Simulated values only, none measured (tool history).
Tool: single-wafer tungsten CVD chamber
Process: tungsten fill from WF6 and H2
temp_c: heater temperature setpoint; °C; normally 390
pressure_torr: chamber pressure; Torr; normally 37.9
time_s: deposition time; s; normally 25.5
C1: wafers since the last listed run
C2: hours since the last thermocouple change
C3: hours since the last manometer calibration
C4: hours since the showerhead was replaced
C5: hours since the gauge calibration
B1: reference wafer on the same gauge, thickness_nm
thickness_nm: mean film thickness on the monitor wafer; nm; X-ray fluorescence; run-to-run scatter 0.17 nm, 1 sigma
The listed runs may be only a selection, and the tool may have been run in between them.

{"run": 1, "hour": 0.0, "temp_c": 390, "pressure_torr": 44, "time_s": 25.5, "C1": 0, "C2": 1481.1, "C3": 1206.8, "C4": 4338, "C5": 1461.2, "B1": 74.053, "thickness_nm": 71.767}
{"run": 2, "hour": 44.4, "temp_c": 390, "pressure_torr": 44, "time_s": 25.5, "C1": 924, "C2": 1525.5, "C3": 1251.2, "C4": 4382.4, "C5": 1505.6, "B1": 74.028, "thickness_nm": 71.924}
{"run": 3, "hour": 87.1, "temp_c": 390, "pressure_torr": 37.9, "time_s": 25.5, "C1": 889, "C2": 1568.2, "C3": 1293.9, "C4": 4425.1, "C5": 1548.3, "B1": 74.052, "thickness_nm": 67.673}
{"run": 4, "hour": 200.7, "temp_c": 390, "pressure_torr": 37.9, "time_s": 25.5, "C1": 2365, "C2": 1681.8, "C3": 1407.5, "C4": 4538.7, "C5": 1661.9, "B1": 74.19, "thickness_nm": 67.383}
{"hour": 247.1, "done": "thermocouple changed; heater temperature recalibrated"}
{"run": 5, "hour": 247.6, "temp_c": 402, "pressure_torr": 37.9, "time_s": 25.5, "C1": 809, "C2": 0.5, "C3": 1454.4, "C4": 4585.6, "C5": 1708.8, "B1": 74.149, "thickness_nm": 85.257}
{"run": 6, "hour": 288.6, "temp_c": 390, "pressure_torr": 45, "time_s": 26.5, "C1": 853, "C2": 41.5, "C3": 1495.4, "C4": 4626.6, "C5": 1749.8, "B1": 74.19, "thickness_nm": 75.507}
{"run": 7, "hour": 333.7, "temp_c": 398, "pressure_torr": 37.9, "time_s": 25.5, "C1": 938, "C2": 86.6, "C3": 1540.5, "C4": 4671.7, "C5": 1794.9, "B1": 74.188, "thickness_nm": 79.18}
{"run": 8, "hour": 380.1, "temp_c": 390, "pressure_torr": 37.9, "time_s": 25.5, "C1": 966, "C2": 133, "C3": 1586.9, "C4": 4718.1, "C5": 1841.3, "B1": 74.253, "thickness_nm": 67.911}
{"run": 9, "hour": 429.0, "temp_c": 390, "pressure_torr": 37.9, "time_s": 25.5, "C1": 1018, "C2": 181.9, "C3": 1635.8, "C4": 4767, "C5": 1890.2, "B1": 74.22, "thickness_nm": 67.682}
{"run": 10, "hour": 470.4, "temp_c": 390, "pressure_torr": 37.9, "time_s": 25.5, "C1": 861, "C2": 223.3, "C3": 1677.2, "C4": 4808.4, "C5": 1931.6, "B1": 74.271, "thickness_nm": 67.565}
{"run": 11, "hour": 510.0, "temp_c": 390, "pressure_torr": 37.9, "time_s": 21.3, "C1": 824, "C2": 262.9, "C3": 1716.8, "C4": 4848, "C5": 1971.2, "B1": 74.346, "thickness_nm": 56.443}
{"run": 12, "hour": 551.0, "temp_c": 390, "pressure_torr": 37.9, "time_s": 25.5, "C1": 853, "C2": 303.9, "C3": 1757.8, "C4": 4889, "C5": 2012.2, "B1": 74.308, "thickness_nm": 67.734}
{"run": 13, "hour": 605.5, "temp_c": 390, "pressure_torr": 41.3, "time_s": 21.8, "C1": 1134, "C2": 358.4, "C3": 1812.3, "C4": 4943.5, "C5": 2066.7, "B1": 74.369, "thickness_nm": 60.16}
{"run": 14, "hour": 666.1, "temp_c": 401, "pressure_torr": 34.4, "time_s": 25.5, "C1": 1261, "C2": 419, "C3": 1872.9, "C4": 5004.1, "C5": 2127.3, "B1": 74.372, "thickness_nm": 80.733}
{"run": 15, "hour": 721.0, "temp_c": 384, "pressure_torr": 37.9, "time_s": 25.5, "C1": 1143, "C2": 473.9, "C3": 1927.8, "C4": 5059, "C5": 2182.2, "B1": 74.379, "thickness_nm": 59.941}
{"run": 16, "hour": 789.3, "temp_c": 402, "pressure_torr": 42.9, "time_s": 27.1, "C1": 1422, "C2": 542.2, "C3": 1996.1, "C4": 5127.3, "C5": 2250.5, "B1": 74.451, "thickness_nm": 95.625}
{"run": 17, "hour": 835.8, "temp_c": 390, "pressure_torr": 37.9, "time_s": 25.5, "C1": 968, "C2": 588.7, "C3": 2042.6, "C4": 5173.8, "C5": 2297, "B1": 74.518, "thickness_nm": 67.693}
{"run": 18, "hour": 867.6, "temp_c": 405, "pressure_torr": 37.9, "time_s": 29.7, "C1": 662, "C2": 620.5, "C3": 2074.4, "C4": 5205.6, "C5": 2328.8, "B1": 74.455, "thickness_nm": 106.009}
{"run": 19, "hour": 910.3, "temp_c": 390, "pressure_torr": 37.9, "time_s": 25.5, "C1": 889, "C2": 663.2, "C3": 2117.1, "C4": 5248.3, "C5": 2371.5, "B1": 74.413, "thickness_nm": 67.918}
{"run": 20, "hour": 1120.8, "temp_c": 390, "pressure_torr": 44.5, "time_s": 21, "C1": 4382, "C2": 873.7, "C3": 2327.6, "C4": 5458.8, "C5": 2582, "B1": 74.525, "thickness_nm": 59.683}
{"run": 21, "hour": 1146.6, "temp_c": 390, "pressure_torr": 46.6, "time_s": 25.5, "C1": 537, "C2": 899.5, "C3": 2353.4, "C4": 5484.6, "C5": 2607.8, "B1": 74.505, "thickness_nm": 73.657}
{"hour": 1172.2, "done": "capacitance manometer re-zeroed and calibrated"}
{"hour": 1187.0, "done": "gauge calibrated"}
{"run": 22, "hour": 1197.2, "temp_c": 402, "pressure_torr": 43, "time_s": 28.5, "C1": 886, "C2": 950.1, "C3": 25, "C4": 5535.2, "C5": 10.2, "B1": 73.442, "thickness_nm": 99.318}
{"hour": 1221.8, "done": "showerhead replaced"}
{"run": 23, "hour": 1289.7, "temp_c": 405, "pressure_torr": 30.1, "time_s": 25.5, "C1": 1759, "C2": 1042.6, "C3": 117.5, "C4": 67.9, "C5": 102.7, "B1": 73.479, "thickness_nm": 81.441}
{"run": 24, "hour": 1354.2, "temp_c": 381, "pressure_torr": 42.3, "time_s": 29, "C1": 1342, "C2": 1107.1, "C3": 182, "C4": 132.4, "C5": 167.2, "B1": 73.533, "thickness_nm": 66.145}
{"run": 25, "hour": 1402.6, "temp_c": 390, "pressure_torr": 37.9, "time_s": 25.5, "C1": 1007, "C2": 1155.5, "C3": 230.4, "C4": 180.8, "C5": 215.6, "B1": 73.524, "thickness_nm": 67.097}
{"run": 26, "hour": 1439.8, "temp_c": 378, "pressure_torr": 31.7, "time_s": 29, "C1": 774, "C2": 1192.7, "C3": 267.6, "C4": 218, "C5": 252.8, "B1": 73.54, "thickness_nm": 55.277}
{"run": 27, "hour": 1581.7, "temp_c": 394, "pressure_torr": 37.9, "time_s": 22.9, "C1": 2954, "C2": 1334.6, "C3": 409.5, "C4": 359.9, "C5": 394.7, "B1": 73.594, "thickness_nm": 65.32}
{"hour": 1614.4, "done": "thermocouple changed; heater temperature recalibrated"}
{"run": 28, "hour": 1616.8, "temp_c": 375, "pressure_torr": 40.6, "time_s": 27.6, "C1": 564, "C2": 2.4, "C3": 444.6, "C4": 395, "C5": 429.8, "B1": 73.646, "thickness_nm": 54.236}
{"run": 29, "hour": 1652.6, "temp_c": 399, "pressure_torr": 37.9, "time_s": 22, "C1": 745, "C2": 38.2, "C3": 480.4, "C4": 430.8, "C5": 465.6, "B1": 73.623, "thickness_nm": 68.917}
{"run": 30, "hour": 1681.0, "temp_c": 390, "pressure_torr": 37.9, "time_s": 25.5, "C1": 591, "C2": 66.6, "C3": 508.8, "C4": 459.2, "C5": 494, "B1": 73.648, "thickness_nm": 67.287}
{"run": 31, "hour": 1740.6, "temp_c": 403, "pressure_torr": 37.9, "time_s": 28.1, "C1": 1240, "C2": 126.2, "C3": 568.4, "C4": 518.8, "C5": 553.6, "B1": 73.67, "thickness_nm": 95.372}
{"run": 32, "hour": 1787.3, "temp_c": 390, "pressure_torr": 32.7, "time_s": 25.5, "C1": 972, "C2": 172.9, "C3": 615.1, "C4": 565.5, "C5": 600.3, "B1": 73.782, "thickness_nm": 63.45}
{"run": 33, "hour": 1836.1, "temp_c": 394, "pressure_torr": 45.7, "time_s": 29, "C1": 1016, "C2": 221.7, "C3": 663.9, "C4": 614.3, "C5": 649.1, "B1": 73.719, "thickness_nm": 89.306}

Forecast each of these 5 alternatives for the next run:
{"run": "A", "hour": 1836.5, "temp_c": 390, "pressure_torr": 37.9, "time_s": 25.5, "C1": 8, "C2": 222.1, "C3": 664.3, "C4": 614.7, "C5": 649.5, "B1": "?", "thickness_nm": "?"}
{"run": "B", "hour": 1836.5, "temp_c": 381, "pressure_torr": 28.6, "time_s": 22.7, "C1": 8, "C2": 222.1, "C3": 664.3, "C4": 614.7, "C5": 649.5, "B1": "?", "thickness_nm": "?"}
{"run": "C", "hour": 1836.5, "temp_c": 380, "pressure_torr": 35.2, "time_s": 30.3, "C1": 8, "C2": 222.1, "C3": 664.3, "C4": 614.7, "C5": 649.5, "B1": "?", "thickness_nm": "?"}
{"run": "D", "hour": 1836.5, "temp_c": 382, "pressure_torr": 40.8, "time_s": 25.5, "C1": 8, "C2": 222.1, "C3": 664.3, "C4": 614.7, "C5": 649.5, "B1": "?", "thickness_nm": "?"}
{"run": "E", "hour": 1836.5, "temp_c": 378, "pressure_torr": 34.7, "time_s": 30.3, "C1": 8, "C2": 222.1, "C3": 664.3, "C4": 614.7, "C5": 649.5, "B1": "?", "thickness_nm": "?"}

run=A B1=73.756 thickness_nm=67.26
run=B B1=73.756 thickness_nm=44.249
run=C B1=73.756 thickness_nm=62.987
run=D B1=73.756 thickness_nm=58.72
run=E B1=73.756 thickness_nm=59.98
Had the tool no hidden state, the same runs would have come out as:
run=A thickness_nm=67.14
run=B thickness_nm=44.171
run=C thickness_nm=62.875
run=D thickness_nm=58.615
run=E thickness_nm=59.873

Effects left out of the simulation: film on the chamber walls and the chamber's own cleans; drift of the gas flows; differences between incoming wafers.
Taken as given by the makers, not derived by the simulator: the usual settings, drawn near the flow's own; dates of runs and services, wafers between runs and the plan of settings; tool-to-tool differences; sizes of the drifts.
